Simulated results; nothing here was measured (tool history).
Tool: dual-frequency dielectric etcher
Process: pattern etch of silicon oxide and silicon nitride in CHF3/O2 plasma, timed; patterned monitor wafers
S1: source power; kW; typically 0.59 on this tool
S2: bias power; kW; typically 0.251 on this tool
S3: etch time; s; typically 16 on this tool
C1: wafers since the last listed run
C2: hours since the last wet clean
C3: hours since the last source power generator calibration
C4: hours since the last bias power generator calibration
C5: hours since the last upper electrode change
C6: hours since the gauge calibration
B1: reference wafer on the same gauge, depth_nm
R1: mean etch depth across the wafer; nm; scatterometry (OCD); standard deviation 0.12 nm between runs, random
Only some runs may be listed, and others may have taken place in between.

{"run": 1, "hour": 0.0, "S1": 0.59, "S2": 0.251, "S3": 16, "C1": 0, "C2": 322, "C3": 1700.5, "C4": 2753.1, "C5": 2819.4, "C6": 704.9, "B1": 24.67, "R1": 23.2}
{"hour": 58.4, "done": "wet clean of the chamber"}
{"run": 2, "hour": 94.5, "S1": 0.59, "S2": 0.251, "S3": 16, "C1": 849, "C2": 36.1, "C3": 1795, "C4": 2847.6, "C5": 2913.9, "C6": 799.4, "B1": 24.7, "R1": 23.12}
{"run": 3, "hour": 138.9, "S1": 0.59, "S2": 0.251, "S3": 16, "C1": 535, "C2": 80.5, "C3": 1839.4, "C4": 2892, "C5": 2958.3, "C6": 843.8, "B1": 24.73, "R1": 23.25}
{"run": 4, "hour": 223.7, "S1": 0.53, "S2": 0.251, "S3": 16, "C1": 1021, "C2": 165.3, "C3": 1924.2, "C4": 2976.8, "C5": 3043.1, "C6": 928.6, "B1": 24.85, "R1": 21.69}
{"run": 5, "hour": 270.0, "S1": 0.53, "S2": 0.251, "S3": 16, "C1": 557, "C2": 211.6, "C3": 1970.5, "C4": 3023.1, "C5": 3089.4, "C6": 974.9, "B1": 24.78, "R1": 21.93}
{"run": 6, "hour": 333.5, "S1": 0.59, "S2": 0.251, "S3": 16, "C1": 765, "C2": 275.1, "C3": 2034, "C4": 3086.6, "C5": 3152.9, "C6": 1038.4, "B1": 24.89, "R1": 23.26}
{"run": 7, "hour": 415.3, "S1": 0.59, "S2": 0.251, "S3": 16, "C1": 985, "C2": 356.9, "C3": 2115.8, "C4": 3168.4, "C5": 3234.7, "C6": 1120.2, "B1": 24.94, "R1": 23.56}
{"run": 8, "hour": 494.8, "S1": 0.59, "S2": 0.251, "S3": 16, "C1": 958, "C2": 436.4, "C3": 2195.3, "C4": 3247.9, "C5": 3314.2, "C6": 1199.7, "B1": 25.02, "R1": 23.21}
{"hour": 520.0, "done": "wet clean of the chamber"}
{"run": 9, "hour": 591.7, "S1": 0.65, "S2": 0.251, "S3": 16, "C1": 878, "C2": 71.7, "C3": 2292.2, "C4": 3344.8, "C5": 3411.1, "C6": 1296.6, "B1": 25.12, "R1": 24.94}
{"run": 10, "hour": 654.2, "S1": 0.65, "S2": 0.251, "S3": 16, "C1": 753, "C2": 134.2, "C3": 2354.7, "C4": 3407.3, "C5": 3473.6, "C6": 1359.1, "B1": 25.11, "R1": 24.88}
{"hour": 720.5, "done": "upper electrode replaced"}
{"hour": 746.0, "done": "source power generator calibrated"}
{"run": 11, "hour": 757.1, "S1": 0.5, "S2": 0.251, "S3": 16, "C1": 902, "C2": 237.1, "C3": 11.1, "C4": 3510.2, "C5": 36.6, "C6": 1462, "B1": 25.22, "R1": 21.31}
{"hour": 802.1, "done": "gauge calibrated"}
{"run": 12, "hour": 854.1, "S1": 0.5, "S2": 0.251, "S3": 16, "C1": 1168, "C2": 334.1, "C3": 108.1, "C4": 3607.2, "C5": 133.6, "C6": 52, "B1": 24.6, "R1": 20.87}
{"run": 13, "hour": 890.2, "S1": 0.59, "S2": 0.251, "S3": 16, "C1": 435, "C2": 370.2, "C3": 144.2, "C4": 3643.3, "C5": 169.7, "C6": 88.1, "B1": 24.62, "R1": 23.23}
{"hour": 955.9, "done": "wet clean of the chamber"}
{"run": 14, "hour": 956.4, "S1": 0.59, "S2": 0.251, "S3": 16, "C1": 508, "C2": 0.5, "C3": 210.4, "C4": 3709.5, "C5": 235.9, "C6": 154.3, "B1": 24.61, "R1": 23.07}
{"run": 15, "hour": 1021.8, "S1": 0.74, "S2": 0.202, "S3": 19.5, "C1": 788, "C2": 65.9, "C3": 275.8, "C4": 3774.9, "C5": 301.3, "C6": 219.7, "B1": 24.61, "R1": 29.88}
{"run": 16, "hour": 1086.7, "S1": 0.52, "S2": 0.251, "S3": 12.5, "C1": 782, "C2": 130.8, "C3": 340.7, "C4": 3839.8, "C5": 366.2, "C6": 284.6, "B1": 24.59, "R1": 16.81}
{"run": 17, "hour": 1186.5, "S1": 0.59, "S2": 0.251, "S3": 16, "C1": 1202, "C2": 230.6, "C3": 440.5, "C4": 3939.6, "C5": 466, "C6": 384.4, "B1": 24.68, "R1": 23.17}
{"run": 18, "hour": 1284.2, "S1": 0.59, "S2": 0.251, "S3": 16, "C1": 1177, "C2": 328.3, "C3": 538.2, "C4": 4037.3, "C5": 563.7, "C6": 482.1, "B1": 24.64, "R1": 23.14}
{"hour": 1292.3, "done": "bias power generator calibrated"}
{"hour": 1348.2, "done": "wet clean of the chamber"}
{"run": 19, "hour": 1379.4, "S1": 0.72, "S2": 0.251, "S3": 12.5, "C1": 809, "C2": 31.2, "C3": 633.4, "C4": 87.1, "C5": 658.9, "C6": 577.3, "B1": 24.72, "R1": 20.08}
{"run": 20, "hour": 1426.6, "S1": 0.59, "S2": 0.189, "S3": 11, "C1": 568, "C2": 78.4, "C3": 680.6, "C4": 134.3, "C5": 706.1, "C6": 624.5, "B1": 24.74, "R1": 14.56}
{"run": 21, "hour": 1483.9, "S1": 0.59, "S2": 0.251, "S3": 16, "C1": 690, "C2": 135.7, "C3": 737.9, "C4": 191.6, "C5": 763.4, "C6": 681.8, "B1": 24.76, "R1": 23.21}
{"run": 22, "hour": 1526.4, "S1": 0.59, "S2": 0.229, "S3": 20, "C1": 512, "C2": 178.2, "C3": 780.4, "C4": 234.1, "C5": 805.9, "C6": 724.3, "B1": 24.75, "R1": 28.15}
{"run": 23, "hour": 1582.2, "S1": 0.59, "S2": 0.308, "S3": 13, "C1": 672, "C2": 234, "C3": 836.2, "C4": 289.9, "C5": 861.7, "C6": 780.1, "B1": 24.81, "R1": 20.09}
{"run": 24, "hour": 1689.2, "S1": 0.47, "S2": 0.251, "S3": 14, "C1": 1289, "C2": 341, "C3": 943.2, "C4": 396.9, "C5": 968.7, "C6": 887.1, "B1": 24.89, "R1": 17.74}
{"hour": 1727.5, "done": "wet clean of the chamber"}
{"run": 25, "hour": 1728.0, "S1": 0.59, "S2": 0.251, "S3": 16, "C1": 178, "C2": 0.5, "C3": 982, "C4": 435.7, "C5": 1007.5, "C6": 925.9, "B1": 24.84, "R1": 23.13}
{"run": 26, "hour": 1766.8, "S1": 0.59, "S2": 0.251, "S3": 18, "C1": 467, "C2": 39.3, "C3": 1020.8, "C4": 474.5, "C5": 1046.3, "C6": 964.7, "B1": 24.94, "R1": 26.27}
{"run": 27, "hour": 1868.1, "S1": 0.49, "S2": 0.192, "S3": 17.5, "C1": 1220, "C2": 140.6, "C3": 1122.1, "C4": 575.8, "C5": 1147.6, "C6": 1066, "B1": 24.98, "R1": 20.9}
{"run": 28, "hour": 1966.4, "S1": 0.47, "S2": 0.219, "S3": 16, "C1": 1184, "C2": 238.9, "C3": 1220.4, "C4": 674.1, "C5": 1245.9, "C6": 1164.3, "B1": 25.03, "R1": 19.47}

Alternative continuations, all from the tool just after run 28; predict every row:
{"run": "A", "hour": 1966.8, "S1": 0.59, "S2": 0.224, "S3": 16, "C1": 4, "C2": 239.3, "C3": 1220.8, "C4": 674.5, "C5": 1246.3, "C6": 1164.7, "B1": "?", "R1": "?"}
{"run": "B", "hour": 1966.8, "S1": 0.66, "S2": 0.251, "S3": 13, "C1": 4, "C2": 239.3, "C3": 1220.8, "C4": 674.5, "C5": 1246.3, "C6": 1164.7, "B1": "?", "R1": "?"}
{"run": "C", "hour": 1966.8, "S1": 0.59, "S2": 0.192, "S3": 12, "C1": 4, "C2": 239.3, "C3": 1220.8, "C4": 674.5, "C5": 1246.3, "C6": 1164.7, "B1": "?", "R1": "?"}
{"run": "D", "hour": 1966.8, "S1": 0.64, "S2": 0.195, "S3": 20, "C1": 4, "C2": 239.3, "C3": 1220.8, "C4": 674.5, "C5": 1246.3, "C6": 1164.7, "B1": "?", "R1": "?"}
{"run": "E", "hour": 1966.8, "S1": 0.5, "S2": 0.219, "S3": 14, "C1": 4, "C2": 239.3, "C3": 1220.8, "C4": 674.5, "C5": 1246.3, "C6": 1164.7, "B1": "?", "R1": "?"}

run=A B1=25.09 R1=22.53
run=B B1=25.09 R1=20.22
run=C B1=25.09 R1=16.11
run=D B1=25.09 R1=28.26
run=E B1=25.09 R1=17.71
The same runs, with their run-to-run variation unchanged, on a tool lacking any hidden condition would have given:
run=A R1=22.13
run=B R1=19.86
run=C R1=15.82
run=D R1=27.75
run=E R1=17.39
